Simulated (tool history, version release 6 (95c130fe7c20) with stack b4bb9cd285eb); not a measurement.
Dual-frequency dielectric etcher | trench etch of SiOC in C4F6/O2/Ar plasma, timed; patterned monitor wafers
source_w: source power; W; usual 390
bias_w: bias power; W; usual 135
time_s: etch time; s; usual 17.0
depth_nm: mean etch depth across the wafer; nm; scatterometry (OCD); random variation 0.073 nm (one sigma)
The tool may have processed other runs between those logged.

run	hour	source_w	bias_w	time_s	wafers since the last listed run	hours since the last wet clean	hours since the last source power generator calibration	hours since the last bias power generator calibration	hours since the last upper electrode change	hours since the gauge calibration	read-back reference wafer on the same gauge, depth_nm	depth_nm
1	0.0	460	135	18.5	0	416.6	4900.0	1625.7	2863.6	190.9	28.22	36.80
# hour 12.5: source power generator calibrated
# hour 50.0: wet clean of the chamber
# hour 73.6: upper electrode replaced
2	74.1	390	135	17.0	520	24.1	61.6	1699.8	0.5	265.0	28.23	31.24
3	74.4	390	135	17.0	6	24.4	61.9	1700.1	0.8	265.3	28.20	31.26
4	74.7	390	135	17.0	6	24.7	62.2	1700.4	1.1	265.6	28.21	31.26
5	82.1	390	135	17.0	171	32.1	69.6	1707.8	8.5	273.0	28.19	31.27
6	91.9	390	135	17.0	226	41.9	79.4	1717.6	18.3	282.8	28.18	31.18
7	106.5	390	151	17.0	337	56.5	94.0	1732.2	32.9	297.4	28.20	31.86
8	120.7	390	135	17.0	328	70.7	108.2	1746.4	47.1	311.6	28.18	31.08
9	129.5	390	135	17.0	203	79.5	117.0	1755.2	55.9	320.4	28.18	31.19
10	137.0	330	108	20.0	173	87.0	124.5	1762.7	63.4	327.9	28.20	32.55
11	146.1	480	109	15.0	210	96.1	133.6	1771.8	72.5	337.0	28.19	29.30
12	152.2	330	108	20.0	141	102.2	139.7	1777.9	78.6	343.1	28.20	32.28
13	166.1	390	135	14.0	321	116.1	153.6	1791.8	92.5	357.0	28.20	25.70
14	176.1	480	108	21.5	231	126.1	163.6	1801.8	102.5	367.0	28.21	41.74
15	190.9	390	135	19.0	342	140.9	178.4	1816.6	117.3	381.8	28.21	34.97
# hour 197.9: gauge calibrated
16	205.0	390	135	20.0	326	155.0	192.5	1830.7	131.4	7.1	28.20	36.83
17	211.7	390	135	17.0	154	161.7	199.2	1837.4	138.1	13.8	28.21	31.29
18	226.2	340	135	21.0	335	176.2	213.7	1851.9	152.6	28.3	28.22	36.08
19	243.0	390	165	14.5	388	193.0	230.5	1868.7	169.4	45.1	28.21	27.84
# hour 249.5: bias power generator calibrated
20	258.9	390	107	17.0	275	208.9	246.4	9.4	185.3	61.0	28.22	29.91
21	266.2	430	118	18.5	168	216.2	253.7	16.7	192.6	68.3	28.21	34.74
22	278.4	390	149	17.0	282	228.4	265.9	28.9	204.8	80.5	28.19	31.93
23	287.2	290	156	17.0	203	237.2	274.7	37.7	213.6	89.3	28.20	27.84
24	298.2	390	135	17.0	254	248.2	285.7	48.7	224.6	100.3	28.19	31.24
25	311.2	390	135	17.0	300	261.2	298.7	61.7	237.6	113.3	28.20	31.10
26	319.8	460	135	12.5	198	269.8	307.3	70.3	246.2	121.9	28.21	24.82
27	333.2	390	135	17.0	309	283.2	320.7	83.7	259.6	135.3	28.18	31.21
28	340.1	390	135	18.5	159	290.1	327.6	90.6	266.5	142.2	28.20	34.17
29	353.4	470	103	18.5	307	303.4	340.9	103.9	279.8	155.5	28.19	35.32
30	367.2	390	135	17.0	319	317.2	354.7	117.7	293.6	169.3	28.19	31.34
31	380.4	390	135	17.0	305	330.4	367.9	130.9	306.8	182.5	28.19	31.17

Branching from run 31: 3 alternative next runs. What would each branch give?
A	380.8	390	135	14.5	9	330.8	368.3	131.3	307.2	182.9	?	?
B	380.8	390	162	14.5	9	330.8	368.3	131.3	307.2	182.9	?	?
C	380.8	460	114	12.5	9	330.8	368.3	131.3	307.2	182.9	?	?

run	read-back reference wafer on the same gauge, depth_nm	depth_nm
A	28.21	26.60
B	28.21	27.62
C	28.21	24.04
The same runs, with their run-to-run variation unchanged, on a tool lacking any hidden condition would have given:
run	depth_nm
A	26.60
B	27.62
C	24.04
